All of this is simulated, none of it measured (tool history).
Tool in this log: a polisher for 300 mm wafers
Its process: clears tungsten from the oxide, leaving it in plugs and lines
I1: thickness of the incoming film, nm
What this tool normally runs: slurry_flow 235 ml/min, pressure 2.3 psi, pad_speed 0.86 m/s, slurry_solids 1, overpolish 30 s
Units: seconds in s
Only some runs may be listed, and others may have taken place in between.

{"run": 1, "hour": 0.0, "slurry_flow": 235, "pressure": 2.3, "pad_speed": 1.04, "slurry_solids": 1, "overpolish": 30, "I1": 308.7, "seconds": 109.3}
{"run": 2, "hour": 43.7, "slurry_flow": 235, "pressure": 2.3, "pad_speed": 1.04, "slurry_solids": 1, "overpolish": 30, "I1": 302.6, "seconds": 108}
{"hour": 68.9, "done": "slurry blender recalibrated"}
{"hour": 81.3, "done": "worn pad replaced by a new one"}
{"hour": 81.8, "done": "head pressure recalibrated"}
{"run": 3, "hour": 105.7, "slurry_flow": 235, "pressure": 2.3, "pad_speed": 1.04, "slurry_solids": 1, "overpolish": 30, "I1": 305.6, "seconds": 109.2}
{"run": 4, "hour": 134.2, "slurry_flow": 235, "pressure": 2.3, "pad_speed": 0.86, "slurry_solids": 1, "overpolish": 30, "I1": 302.1, "seconds": 120.4}
{"hour": 147.1, "done": "slurry nozzle cleaned"}
{"hour": 161.9, "done": "slurry tank refilled with fresh slurry and peroxide"}
{"run": 5, "hour": 192.2, "slurry_flow": 235, "pressure": 2.3, "pad_speed": 0.86, "slurry_solids": 1, "overpolish": 30, "I1": 305.5, "seconds": 125.2}
{"run": 6, "hour": 233.3, "slurry_flow": 235, "pressure": 2.3, "pad_speed": 0.86, "slurry_solids": 1, "overpolish": 30, "I1": 301.5, "seconds": 121.7}
{"hour": 241.6, "done": "worn pad replaced by a new one"}
{"hour": 270.4, "done": "slurry blender recalibrated"}
{"run": 7, "hour": 302.8, "slurry_flow": 265, "pressure": 2.3, "pad_speed": 0.86, "slurry_solids": 1, "overpolish": 30, "I1": 304.1, "seconds": 119.7}
{"hour": 363.6, "done": "slurry tank refilled with fresh slurry and peroxide"}
{"run": 8, "hour": 364.1, "slurry_flow": 265, "pressure": 2.3, "pad_speed": 0.86, "slurry_solids": 1, "overpolish": 30, "I1": 310.5, "seconds": 122.1}
{"hour": 370.8, "done": "slurry nozzle cleaned"}
{"hour": 407.0, "done": "worn pad replaced by a new one"}
{"hour": 422.8, "done": "head pressure recalibrated"}
{"run": 9, "hour": 432.2, "slurry_flow": 235, "pressure": 2.7, "pad_speed": 0.86, "slurry_solids": 1, "overpolish": 18, "I1": 304, "seconds": 103.2}
{"run": 10, "hour": 483.7, "slurry_flow": 285, "pressure": 2, "pad_speed": 1.08, "slurry_solids": 1, "overpolish": 30, "I1": 304.7, "seconds": 120.5}
{"hour": 492.7, "done": "slurry blender recalibrated"}
{"run": 11, "hour": 514.4, "slurry_flow": 305, "pressure": 1.5, "pad_speed": 0.76, "slurry_solids": 1, "overpolish": 18, "I1": 302.6, "seconds": 192.5}
{"hour": 544.3, "done": "slurry tank refilled with fresh slurry and peroxide"}
{"run": 12, "hour": 544.7, "slurry_flow": 235, "pressure": 2.3, "pad_speed": 1.14, "slurry_solids": 1, "overpolish": 30, "I1": 307, "seconds": 105.2}
{"hour": 587.5, "done": "worn pad replaced by a new one"}
{"hour": 606.9, "done": "slurry nozzle cleaned"}
{"run": 13, "hour": 610.2, "slurry_flow": 235, "pressure": 2.3, "pad_speed": 0.86, "slurry_solids": 1, "overpolish": 30, "I1": 311, "seconds": 126.2}
{"run": 14, "hour": 660.0, "slurry_flow": 195, "pressure": 1.6, "pad_speed": 0.78, "slurry_solids": 1, "overpolish": 41, "I1": 301.6, "seconds": 188.1}
{"run": 15, "hour": 686.9, "slurry_flow": 310, "pressure": 2.3, "pad_speed": 0.86, "slurry_solids": 1, "overpolish": 30, "I1": 308.2, "seconds": 120}
{"hour": 709.0, "done": "slurry tank refilled with fresh slurry and peroxide"}
{"hour": 719.7, "done": "slurry blender recalibrated"}
{"run": 16, "hour": 743.2, "slurry_flow": 235, "pressure": 2.3, "pad_speed": 0.86, "slurry_solids": 1, "overpolish": 30, "I1": 300.2, "seconds": 122}
{"hour": 750.8, "done": "worn pad replaced by a new one"}
{"hour": 790.4, "done": "head pressure recalibrated"}
{"run": 17, "hour": 790.9, "slurry_flow": 235, "pressure": 2.3, "pad_speed": 0.86, "slurry_solids": 1, "overpolish": 35, "I1": 303.6, "seconds": 123.6}

Give the tool's hidden conditions for every run:
removal rate lost through wear of the pad, %: 0 on each run
slurry flow missing at the pad, %: 0 on each run
deviation of the head's pressure from its setpoint, %: 0 on each run
abrasive missing from the slurry, %: 0 on each run
peroxide lost from the slurry, %: 0 on each run
